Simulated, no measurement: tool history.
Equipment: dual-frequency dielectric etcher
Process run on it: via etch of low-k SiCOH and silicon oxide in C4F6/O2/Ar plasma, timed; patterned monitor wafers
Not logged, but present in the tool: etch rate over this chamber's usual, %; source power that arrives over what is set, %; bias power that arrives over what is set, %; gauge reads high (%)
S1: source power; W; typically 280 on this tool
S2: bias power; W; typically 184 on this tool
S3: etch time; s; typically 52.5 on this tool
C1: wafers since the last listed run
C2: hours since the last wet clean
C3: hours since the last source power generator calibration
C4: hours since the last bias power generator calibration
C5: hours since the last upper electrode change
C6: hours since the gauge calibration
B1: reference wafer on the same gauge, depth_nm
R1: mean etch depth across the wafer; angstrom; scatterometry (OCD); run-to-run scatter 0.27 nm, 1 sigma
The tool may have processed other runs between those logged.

run	hour	S1	S2	S3	C1	C2	C3	C4	C5	C6	B1	R1
1	0	280	184	52.5	0	192.1	5377.5	1258.7	5235.8	221.9	136.9	1184
2	60.9	240	170	52.5	915	253	5438.4	1319.6	5296.7	282.8	137	1029
3	93.7	240	170	52.5	492	285.8	5471.2	1352.4	5329.5	315.6	137	1029
4	109.6	260	184	52.5	238	301.7	5487.1	1368.3	5345.4	331.5	136.9	1125
5	144.6	260	184	52.5	526	336.7	5522.1	1403.3	5380.4	366.5	137	1128
# hour 171.1: wet clean of the chamber
6	193	280	184	52.5	366	21.9	5570.5	1451.7	5428.8	414.9	137.1	1182
7	225.4	280	184	52.5	486	54.3	5602.9	1484.1	5461.2	447.3	137.1	1182
# hour 228.5: gauge calibrated
# hour 245.7: bias power generator calibrated
# hour 249.3: source power generator calibrated
# hour 275.5: upper electrode replaced
8	276	230	142	46.5	285	104.9	26.7	30.3	0.5	47.5	137	823
9	276.7	260	148	39	10	105.6	27.4	31	1.2	48.2	137	767
10	303.1	240	184	60	396	132	53.8	57.4	27.6	74.6	137.1	1225
11	329.8	320	145	46.5	401	158.7	80.5	84.1	54.3	101.3	137	1030
12	343	250	184	52.5	198	171.9	93.7	97.3	67.5	114.5	137.1	1101
13	370.7	280	184	52.5	416	199.6	121.4	125	95.2	142.2	137.1	1181
14	398.1	280	214	52.5	411	227	148.8	152.4	122.6	169.6	137	1252
15	421.1	280	184	52.5	345	250	171.8	175.4	145.6	192.6	137.1	1183

Predict each of these 3 candidate next runs independently; none follows another, all start after run 15:
A	421.5	280	184	52.5	6	250.4	172.2	175.8	146	193	?	?
B	421.5	220	171	52.5	6	250.4	172.2	175.8	146	193	?	?
C	421.5	310	204	66.5	6	250.4	172.2	175.8	146	193	?	?

run	B1	R1
A	136.9	1177
B	136.9	971
C	136.9	1652
The same runs, with their run-to-run variation unchanged, on a tool lacking any hidden condition would have given:
run	R1
A	1177
B	971
C	1652
